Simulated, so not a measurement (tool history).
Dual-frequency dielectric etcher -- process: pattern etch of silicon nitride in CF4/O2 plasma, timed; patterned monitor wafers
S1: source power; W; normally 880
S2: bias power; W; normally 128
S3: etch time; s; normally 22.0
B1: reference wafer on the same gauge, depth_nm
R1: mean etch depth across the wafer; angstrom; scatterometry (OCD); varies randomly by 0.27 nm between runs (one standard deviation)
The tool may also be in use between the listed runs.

{"run": 1, "day": 0.0, "S1": 880, "S2": 128, "S3": 22.0, "B1": 77.8, "R1": 660}
{"run": 2, "day": 0.842, "S1": 880, "S2": 128, "S3": 22.0, "B1": 77.8, "R1": 659}
{"run": 3, "day": 2.142, "S1": 880, "S2": 128, "S3": 22.0, "B1": 77.8, "R1": 657}
{"run": 4, "day": 3.112, "S1": 880, "S2": 128, "S3": 22.0, "B1": 77.7, "R1": 660}
{"run": 5, "day": 7.558, "S1": 880, "S2": 118, "S3": 22.0, "B1": 77.8, "R1": 641}
{"day": 8.892, "done": "upper electrode replaced"}
{"run": 6, "day": 8.912, "S1": 880, "S2": 118, "S3": 22.0, "B1": 77.9, "R1": 638}
{"run": 7, "day": 9.754, "S1": 880, "S2": 118, "S3": 22.0, "B1": 77.8, "R1": 639}
{"day": 10.504, "done": "gauge calibrated"}
{"run": 8, "day": 10.946, "S1": 880, "S2": 128, "S3": 17.5, "B1": 77.8, "R1": 519}
{"run": 9, "day": 11.688, "S1": 880, "S2": 106, "S3": 22.0, "B1": 77.9, "R1": 618}
{"run": 10, "day": 12.804, "S1": 1040, "S2": 128, "S3": 22.0, "B1": 77.7, "R1": 766}
{"run": 11, "day": 13.45, "S1": 1040, "S2": 128, "S3": 22.0, "B1": 77.8, "R1": 765}
{"run": 12, "day": 13.988, "S1": 880, "S2": 128, "S3": 22.0, "B1": 77.8, "R1": 653}
{"day": 15.112, "done": "wet clean of the chamber"}
{"run": 13, "day": 15.133, "S1": 680, "S2": 146, "S3": 27.5, "B1": 77.8, "R1": 657}
{"run": 14, "day": 18.067, "S1": 880, "S2": 128, "S3": 28.0, "B1": 77.8, "R1": 815}
{"run": 15, "day": 18.812, "S1": 1040, "S2": 128, "S3": 22.0, "B1": 77.8, "R1": 754}
{"run": 16, "day": 19.592, "S1": 880, "S2": 128, "S3": 22.0, "B1": 77.8, "R1": 643}
{"day": 21.317, "done": "bias power generator calibrated"}
{"day": 22.612, "done": "wet clean of the chamber, repeated, since the last time left the tool worse"}
{"run": 17, "day": 22.633, "S1": 800, "S2": 128, "S3": 27.0, "B1": 77.7, "R1": 743}
{"run": 18, "day": 22.833, "S1": 800, "S2": 147, "S3": 16.5, "B1": 77.8, "R1": 473}
{"run": 19, "day": 23.667, "S1": 880, "S2": 128, "S3": 22.0, "B1": 77.8, "R1": 661}
{"day": 27.938, "done": "source power generator calibrated"}
{"run": 20, "day": 27.958, "S1": 1100, "S2": 113, "S3": 19.0, "B1": 77.8, "R1": 676}
{"run": 21, "day": 29.004, "S1": 780, "S2": 100, "S3": 19.5, "B1": 77.8, "R1": 482}
{"run": 22, "day": 29.712, "S1": 880, "S2": 128, "S3": 22.0, "B1": 77.7, "R1": 661}
{"run": 23, "day": 31.142, "S1": 880, "S2": 128, "S3": 22.0, "B1": 77.9, "R1": 656}
{"run": 24, "day": 32.154, "S1": 1010, "S2": 111, "S3": 15.5, "B1": 77.7, "R1": 508}
{"run": 25, "day": 33.288, "S1": 1010, "S2": 159, "S3": 24.0, "B1": 77.8, "R1": 876}
{"run": 26, "day": 34.692, "S1": 700, "S2": 128, "S3": 22.0, "B1": 77.7, "R1": 527}
{"run": 27, "day": 35.529, "S1": 730, "S2": 158, "S3": 20.0, "B1": 77.9, "R1": 534}
{"run": 28, "day": 36.104, "S1": 980, "S2": 128, "S3": 22.0, "B1": 77.9, "R1": 725}
{"run": 29, "day": 36.912, "S1": 880, "S2": 154, "S3": 26.5, "B1": 77.8, "R1": 828}

Some steps in R1, run to run, broken into two amounts with sign: the step expected even without the hidden condition (settings, incoming material, random variation), and the rest, left for the hidden condition together with whatever gauge scatter is not in both the measured and the hidden-condition-free result:
What the log doesn't record here: etch rate over this chamber's usual, %; source power that arrives over what is set, %; bias power that arrives over what is set, %; gauge reads high (%).
Run 12 -> 13: S1 880 -> 680, S2 128 -> 146, S3 22.0 -> 27.5, wet clean of the chamber. R1 +4 angstrom: hidden state -8, all else +12.
Run 16 -> 17: S1 880 -> 800, S3 22.0 -> 27.0, bias power generator calibrated, wet clean of the chamber, repeated, since the last time left the tool worse. R1 +100 angstrom: hidden state +21, all else +79.
Run 24 -> 25: S2 111 -> 159, S3 15.5 -> 24.0. R1 +368 angstrom: hidden state -3, all else +371.
Run 25 -> 26: S1 1010 -> 700, S2 159 -> 128, S3 24.0 -> 22.0. R1 -349 angstrom: hidden state +2, all else -351.
